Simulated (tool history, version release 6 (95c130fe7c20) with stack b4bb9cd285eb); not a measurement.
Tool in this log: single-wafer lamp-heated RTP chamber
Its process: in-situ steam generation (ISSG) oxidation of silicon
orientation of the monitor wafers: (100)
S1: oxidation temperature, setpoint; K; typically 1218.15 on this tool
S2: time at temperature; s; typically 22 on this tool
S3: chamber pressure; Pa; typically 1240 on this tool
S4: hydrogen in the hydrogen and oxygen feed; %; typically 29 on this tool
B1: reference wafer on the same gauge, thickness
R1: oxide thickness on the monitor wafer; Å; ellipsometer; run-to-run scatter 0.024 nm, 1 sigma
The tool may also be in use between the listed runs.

run	hour	S1	S2	S3	S4	B1	R1
1	0	1218.15	22	1240	29	5.84	56.25
2	70.2	1218.15	22	1240	29	5.838	57
3	127.1	1218.15	22	1240	29	5.835	56.93
4	191.5	1228.15	22	1240	22	5.827	55.21
# hour 207.7: pyrometer window cleaned and pyrometer calibrated
5	242.1	1228.15	22	1240	22	5.829	54.48
6	271.7	1218.15	24	1240	29	5.823	58
7	342.9	1218.15	22	1240	29	5.833	56.45
8	375.9	1222.15	22	1240	29	5.813	57.04
# hour 412.9: gauge calibrated
# hour 441: hydrogen flow controller replaced
9	441.5	1201.15	16	1120	29	5.829	48.6
# hour 471.1: pressure gauge zeroed
10	477.1	1204.15	29	1173	29	5.815	61.46
11	502.1	1211.15	22	1133	32	5.824	57.88
# hour 539.3: pyrometer window cleaned and pyrometer calibrated
12	539.8	1218.15	27	1240	29	5.832	60.57
13	566.8	1212.15	28	1187	23	5.834	57.95
14	598.5	1204.15	29	1173	29	5.841	61.16
15	647.8	1228.15	22	1240	22	5.823	54.85
16	685.7	1218.15	26	1240	29	5.826	60.53

Give the tool's hidden conditions for every run:
true pressure minus gauge reading, Torr: 0 in every run
deviation of the hydrogen flow from its setpoint, %: 0 in every run
gauge reads high (%): 0 in every run
H1: true wafer temperature minus pyrometer reading, K
run	H1
1	6.91
2	7.51
3	7.8
4	8
5	2.78
6	4.05
7	6.09
8	6.7
9	7.52
10	7.82
11	7.98
12	0.533
13	2.07
14	3.49
15	5.08
16	5.94
